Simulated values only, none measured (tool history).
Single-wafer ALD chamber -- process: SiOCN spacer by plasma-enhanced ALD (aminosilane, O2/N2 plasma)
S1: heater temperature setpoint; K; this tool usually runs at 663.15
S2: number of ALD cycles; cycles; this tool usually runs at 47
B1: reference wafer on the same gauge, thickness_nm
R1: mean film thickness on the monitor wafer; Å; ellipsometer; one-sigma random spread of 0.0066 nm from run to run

{"run": 1, "hour": 0.0, "S1": 675.15, "S2": 47, "B1": 2.856, "R1": 26.36}
{"run": 2, "hour": 12.9, "S1": 675.15, "S2": 47, "B1": 2.854, "R1": 26.34}
{"run": 3, "hour": 21.9, "S1": 675.15, "S2": 47, "B1": 2.856, "R1": 26.33}
{"run": 4, "hour": 28.0, "S1": 663.15, "S2": 47, "B1": 2.855, "R1": 26.41}
{"run": 5, "hour": 40.1, "S1": 663.15, "S2": 47, "B1": 2.858, "R1": 26.51}
{"run": 6, "hour": 49.6, "S1": 663.15, "S2": 47, "B1": 2.859, "R1": 26.47}
{"run": 7, "hour": 63.6, "S1": 663.15, "S2": 47, "B1": 2.862, "R1": 26.43}
{"run": 8, "hour": 80.0, "S1": 663.15, "S2": 47, "B1": 2.862, "R1": 26.44}
{"run": 9, "hour": 86.7, "S1": 663.15, "S2": 47, "B1": 2.863, "R1": 26.45}
{"run": 10, "hour": 95.9, "S1": 672.15, "S2": 47, "B1": 2.867, "R1": 26.53}
{"run": 11, "hour": 109.1, "S1": 663.15, "S2": 47, "B1": 2.868, "R1": 26.53}
{"run": 12, "hour": 123.0, "S1": 663.15, "S2": 47, "B1": 2.868, "R1": 26.56}
{"run": 13, "hour": 165.2, "S1": 663.15, "S2": 47, "B1": 2.871, "R1": 26.63}
{"run": 14, "hour": 171.5, "S1": 663.15, "S2": 47, "B1": 2.874, "R1": 26.49}
{"run": 15, "hour": 182.1, "S1": 656.15, "S2": 47, "B1": 2.877, "R1": 26.6}
{"hour": 200.0, "done": "thermocouple changed; heater temperature recalibrated"}
{"run": 16, "hour": 200.5, "S1": 663.15, "S2": 47, "B1": 2.876, "R1": 26.53}
{"run": 17, "hour": 213.6, "S1": 663.15, "S2": 47, "B1": 2.88, "R1": 26.63}
{"run": 18, "hour": 224.1, "S1": 676.15, "S2": 47, "B1": 2.881, "R1": 26.54}
{"run": 19, "hour": 236.4, "S1": 663.15, "S2": 50, "B1": 2.881, "R1": 28.32}
{"run": 20, "hour": 249.3, "S1": 674.15, "S2": 44, "B1": 2.88, "R1": 24.9}
{"hour": 268.4, "done": "gauge calibrated"}
{"run": 21, "hour": 278.1, "S1": 659.15, "S2": 47, "B1": 2.841, "R1": 26.38}
{"run": 22, "hour": 293.0, "S1": 663.15, "S2": 47, "B1": 2.839, "R1": 26.24}
{"run": 23, "hour": 300.4, "S1": 667.15, "S2": 47, "B1": 2.842, "R1": 26.26}
{"run": 24, "hour": 316.3, "S1": 678.15, "S2": 39, "B1": 2.843, "R1": 21.52}
{"run": 25, "hour": 323.7, "S1": 670.15, "S2": 52, "B1": 2.843, "R1": 29.1}
{"run": 26, "hour": 330.2, "S1": 668.15, "S2": 51, "B1": 2.847, "R1": 28.63}
{"run": 27, "hour": 344.1, "S1": 663.15, "S2": 47, "B1": 2.846, "R1": 26.29}
{"run": 28, "hour": 354.9, "S1": 655.15, "S2": 50, "B1": 2.847, "R1": 28.06}
{"run": 29, "hour": 390.6, "S1": 663.15, "S2": 39, "B1": 2.851, "R1": 21.95}
{"run": 30, "hour": 441.1, "S1": 671.15, "S2": 44, "B1": 2.858, "R1": 24.71}
{"run": 31, "hour": 452.8, "S1": 671.15, "S2": 47, "B1": 2.859, "R1": 26.49}
{"run": 32, "hour": 470.3, "S1": 663.15, "S2": 47, "B1": 2.862, "R1": 26.39}
{"run": 33, "hour": 480.2, "S1": 663.15, "S2": 55, "B1": 2.861, "R1": 30.98}
{"run": 34, "hour": 498.0, "S1": 673.15, "S2": 38, "B1": 2.866, "R1": 21.42}
{"run": 35, "hour": 515.8, "S1": 650.15, "S2": 56, "B1": 2.865, "R1": 31.68}

Results for each run, recomputed without the tool's hidden state and with each run's random variation untouched:
Hidden state present: wafer temperature above the value expected at the setpoint (K); gauge reads high (%).
run=1 R1=26.23
run=2 R1=26.19
run=3 R1=26.18
run=4 R1=26.25
run=5 R1=26.34
run=6 R1=26.29
run=7 R1=26.23
run=8 R1=26.23
run=9 R1=26.23
run=10 R1=26.30
run=11 R1=26.28
run=12 R1=26.30
run=13 R1=26.33
run=14 R1=26.18
run=15 R1=26.28
run=16 R1=26.19
run=17 R1=26.28
run=18 R1=26.18
run=19 R1=27.91
run=20 R1=24.53
run=21 R1=26.39
run=22 R1=26.23
run=23 R1=26.25
run=24 R1=21.50
run=25 R1=29.06
run=26 R1=28.59
run=27 R1=26.24
run=28 R1=27.98
run=29 R1=21.86
run=30 R1=24.56
run=31 R1=26.32
run=32 R1=26.20
run=33 R1=30.74
run=34 R1=21.24
run=35 R1=31.39
